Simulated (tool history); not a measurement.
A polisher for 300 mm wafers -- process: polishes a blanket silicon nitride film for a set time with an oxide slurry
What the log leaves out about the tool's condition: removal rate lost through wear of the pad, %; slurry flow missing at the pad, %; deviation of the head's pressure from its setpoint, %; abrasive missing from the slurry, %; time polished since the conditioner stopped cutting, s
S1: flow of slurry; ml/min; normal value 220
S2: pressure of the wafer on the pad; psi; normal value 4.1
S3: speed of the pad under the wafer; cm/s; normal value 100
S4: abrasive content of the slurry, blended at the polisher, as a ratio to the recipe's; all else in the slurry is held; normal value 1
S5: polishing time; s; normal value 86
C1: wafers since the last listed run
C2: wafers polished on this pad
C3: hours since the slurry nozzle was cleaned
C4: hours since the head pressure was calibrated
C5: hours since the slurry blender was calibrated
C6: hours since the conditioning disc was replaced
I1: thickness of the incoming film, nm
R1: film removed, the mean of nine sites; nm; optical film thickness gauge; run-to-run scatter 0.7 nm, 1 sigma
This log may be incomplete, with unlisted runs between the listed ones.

run 1 hour=0 | S1=220 S2=4.1 S3=100 S4=1 S5=86 | C1=0 C2=879 C3=354.9 C4=870 C5=24.8 C6=233.8 | I1=442.8 | R1=52.8
run 2 hour=15.6 | S1=220 S2=4.1 S3=100 S4=1 S5=86 | C1=122 C2=1001 C3=370.5 C4=885.6 C5=40.4 C6=249.4 | I1=446.2 | R1=52.9
run 3 hour=42.1 | S1=220 S2=4.1 S3=100 S4=1 S5=86 | C1=207 C2=1209 C3=397 C4=912.1 C5=66.9 C6=275.9 | I1=431.8 | R1=52.9
run 4 hour=57.4 | S1=180 S2=4.9 S3=100 S4=1 S5=86 | C1=119 C2=1329 C3=412.3 C4=927.4 C5=82.2 C6=291.2 | I1=437.2 | R1=62.4
run 5 hour=78.3 | S1=180 S2=4.9 S3=100 S4=1 S5=86 | C1=163 C2=1493 C3=433.2 C4=948.3 C5=103.1 C6=312.1 | I1=439.4 | R1=62.5
-- hour=92 worn pad replaced by a new one
run 6 hour=107.7 | S1=180 S2=4.9 S3=100 S4=1 S5=86 | C1=199 C2=123 C3=462.6 C4=977.7 C5=132.5 C6=341.5 | I1=438.1 | R1=60.9
run 7 hour=133.6 | S1=220 S2=4.1 S3=116 S4=1 S5=86 | C1=203 C2=326 C3=488.5 C4=1003.6 C5=158.4 C6=367.4 | I1=435.2 | R1=57.4
run 8 hour=147 | S1=220 S2=4.1 S3=100 S4=1 S5=86 | C1=105 C2=431 C3=501.9 C4=1017 C5=171.8 C6=380.8 | I1=439.7 | R1=52.5
run 9 hour=177.4 | S1=220 S2=4.1 S3=100 S4=1 S5=86 | C1=238 C2=669 C3=532.3 C4=1047.4 C5=202.2 C6=411.2 | I1=438.7 | R1=52.3
run 10 hour=195.7 | S1=270 S2=4.1 S3=134 S4=1.1 S5=63 | C1=143 C2=813 C3=550.6 C4=1065.7 C5=220.5 C6=429.5 | I1=437.1 | R1=49.7
run 11 hour=230.7 | S1=220 S2=4.1 S3=100 S4=1 S5=102 | C1=274 C2=1087 C3=585.6 C4=1100.7 C5=255.5 C6=464.5 | I1=447.6 | R1=63
run 12 hour=256 | S1=220 S2=5 S3=100 S4=0.95 S5=86 | C1=198 C2=1286 C3=610.9 C4=1126 C5=280.8 C6=489.8 | I1=437 | R1=62.9
-- hour=257.9 slurry nozzle cleaned
run 13 hour=272.9 | S1=220 S2=4.1 S3=100 S4=1 S5=86 | C1=124 C2=1410 C3=15 C4=1142.9 C5=297.7 C6=506.7 | I1=436.8 | R1=52.8
-- hour=284.5 worn pad replaced by a new one
run 14 hour=302.8 | S1=280 S2=5.5 S3=100 S4=0.9 S5=94 | C1=203 C2=143 C3=44.9 C4=1172.8 C5=327.6 C6=536.6 | I1=434.1 | R1=76.9
-- hour=319 conditioning disc replaced and pad reconditioned
run 15 hour=376.5 | S1=220 S2=2.8 S3=100 S4=1 S5=86 | C1=562 C2=705 C3=118.6 C4=1246.5 C5=401.3 C6=57.5 | I1=442.6 | R1=36.5
-- hour=384.1 head pressure recalibrated
run 16 hour=397.4 | S1=220 S2=4.1 S3=100 S4=1 S5=86 | C1=148 C2=853 C3=139.5 C4=13.3 C5=422.2 C6=78.4 | I1=438.9 | R1=52.5
run 17 hour=416.5 | S1=175 S2=4.1 S3=100 S4=1 S5=86 | C1=149 C2=1003 C3=158.6 C4=32.4 C5=441.3 C6=97.5 | I1=439.5 | R1=51.3
run 18 hour=432.2 | S1=220 S2=4.1 S3=100 S4=1 S5=86 | C1=123 C2=1126 C3=174.3 C4=48.1 C5=457 C6=113.2 | I1=442.5 | R1=53.8
-- hour=448.7 slurry blender recalibrated
run 19 hour=449.2 | S1=220 S2=4.1 S3=100 S4=1 S5=86 | C1=117 C2=1244 C3=191.3 C4=65.1 C5=0.5 C6=130.2 | I1=438.4 | R1=52.1
run 20 hour=461 | S1=220 S2=4.1 S3=100 S4=1 S5=86 | C1=92 C2=1336 C3=203.1 C4=76.9 C5=12.3 C6=142 | I1=438.7 | R1=52.8
run 21 hour=482.8 | S1=180 S2=3.6 S3=90 S4=0.9 S5=86 | C1=170 C2=1507 C3=224.9 C4=98.7 C5=34.1 C6=163.8 | I1=440.4 | R1=41.4
-- hour=489.9 worn pad replaced by a new one
run 22 hour=518.2 | S1=220 S2=3 S3=100 S4=1 S5=65 | C1=246 C2=221 C3=260.3 C4=134.1 C5=69.5 C6=199.2 | I1=443.2 | R1=29.1
run 23 hour=548.4 | S1=220 S2=4.1 S3=100 S4=0.7 S5=86 | C1=236 C2=458 C3=290.5 C4=164.3 C5=99.7 C6=229.4 | I1=435.8 | R1=47.2
run 24 hour=568.6 | S1=220 S2=3.3 S3=72 S4=1 S5=86 | C1=158 C2=617 C3=310.7 C4=184.5 C5=119.9 C6=249.6 | I1=438.4 | R1=35.4
run 25 hour=590.9 | S1=220 S2=4.7 S3=100 S4=1 S5=101 | C1=174 C2=791 C3=333 C4=206.8 C5=142.2 C6=271.9 | I1=437.4 | R1=72.4

What differs in the tool's unlogged condition from the final listed run ahead of each entry between runs to the first listed run following it?
Between runs 5 and 6: worn pad replaced by a new one (hour 92)
  no hidden state differs between the two runs
Between runs 12 and 13: slurry nozzle cleaned (hour 257.9)
  no hidden state differs between the two runs
Between runs 13 and 14: worn pad replaced by a new one (hour 284.5)
  no hidden state differs between the two runs
Between runs 14 and 15: conditioning disc replaced and pad reconditioned (hour 319)
  no hidden state differs between the two runs
Between runs 15 and 16: head pressure recalibrated (hour 384.1)
  no hidden state differs between the two runs
Between runs 18 and 19: slurry blender recalibrated (hour 448.7)
  no hidden state differs between the two runs
Between runs 21 and 22: worn pad replaced by a new one (hour 489.9)
  no hidden state differs between the two runs

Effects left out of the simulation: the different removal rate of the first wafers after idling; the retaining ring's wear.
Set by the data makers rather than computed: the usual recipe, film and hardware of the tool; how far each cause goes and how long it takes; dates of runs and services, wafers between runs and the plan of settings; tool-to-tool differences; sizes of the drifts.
